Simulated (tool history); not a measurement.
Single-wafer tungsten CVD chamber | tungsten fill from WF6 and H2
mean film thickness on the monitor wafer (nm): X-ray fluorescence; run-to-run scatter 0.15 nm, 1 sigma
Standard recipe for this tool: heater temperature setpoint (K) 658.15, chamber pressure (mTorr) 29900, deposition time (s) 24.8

| run | hour | heater temperature setpoint (K) | chamber pressure (mTorr) | deposition time (s) | read-back reference wafer on the same gauge, thickness_nm | mean film thickness on the monitor wafer (nm) |
|---|---|---|---|---|---|---|
| 1 | 0.0 | 658.15 | 29900 | 24.8 | 62.231 | 53.015 |
| 2 | 13.1 | 658.15 | 29900 | 24.8 | 62.235 | 52.764 |
| 3 | 26.4 | 658.15 | 29900 | 24.8 | 62.191 | 52.876 |
| 4 | 44.8 | 658.15 | 32400 | 24.8 | 62.246 | 54.704 |
| 5 | 58.3 | 658.15 | 32400 | 24.8 | 62.225 | 55.008 |
| 6 | 73.1 | 658.15 | 29900 | 28.2 | 62.206 | 60.547 |
| 7 | 89.7 | 658.15 | 29900 | 28.2 | 62.269 | 60.231 |
|  | 101.5 | thermocouple changed; heater temperature recalibrated |
|  | 103.8 | showerhead replaced |
| 8 | 104.3 | 658.15 | 29900 | 24.8 | 62.253 | 57.768 |
| 9 | 107.1 | 658.15 | 29900 | 24.8 | 62.133 | 58.156 |
| 10 | 113.6 | 658.15 | 29900 | 24.8 | 62.178 | 57.661 |
| 11 | 126.9 | 658.15 | 29900 | 24.8 | 62.226 | 57.656 |
| 12 | 142.7 | 658.15 | 28400 | 23.8 | 62.257 | 53.750 |
| 13 | 149.2 | 658.15 | 28400 | 23.8 | 62.127 | 54.149 |
| 14 | 156.3 | 658.15 | 29900 | 24.8 | 62.206 | 57.334 |
| 15 | 168.2 | 658.15 | 29900 | 24.8 | 62.195 | 57.365 |
|  | 168.5 | gauge calibrated |
| 16 | 175.6 | 658.15 | 23800 | 24.8 | 62.221 | 51.542 |

Run 17 is up next; what results do you expect?
| 17 | 192.7 | 658.15 | 34900 | 28.5 | ? | ? |

Run 17 gave read-back reference wafer on the same gauge, thickness_nm 62.217, mean film thickness on the monitor wafer (nm) 70.828.
On a tool with no hidden condition, and with the same random variation, this run would have come out at mean film thickness on the monitor wafer (nm) 69.875.

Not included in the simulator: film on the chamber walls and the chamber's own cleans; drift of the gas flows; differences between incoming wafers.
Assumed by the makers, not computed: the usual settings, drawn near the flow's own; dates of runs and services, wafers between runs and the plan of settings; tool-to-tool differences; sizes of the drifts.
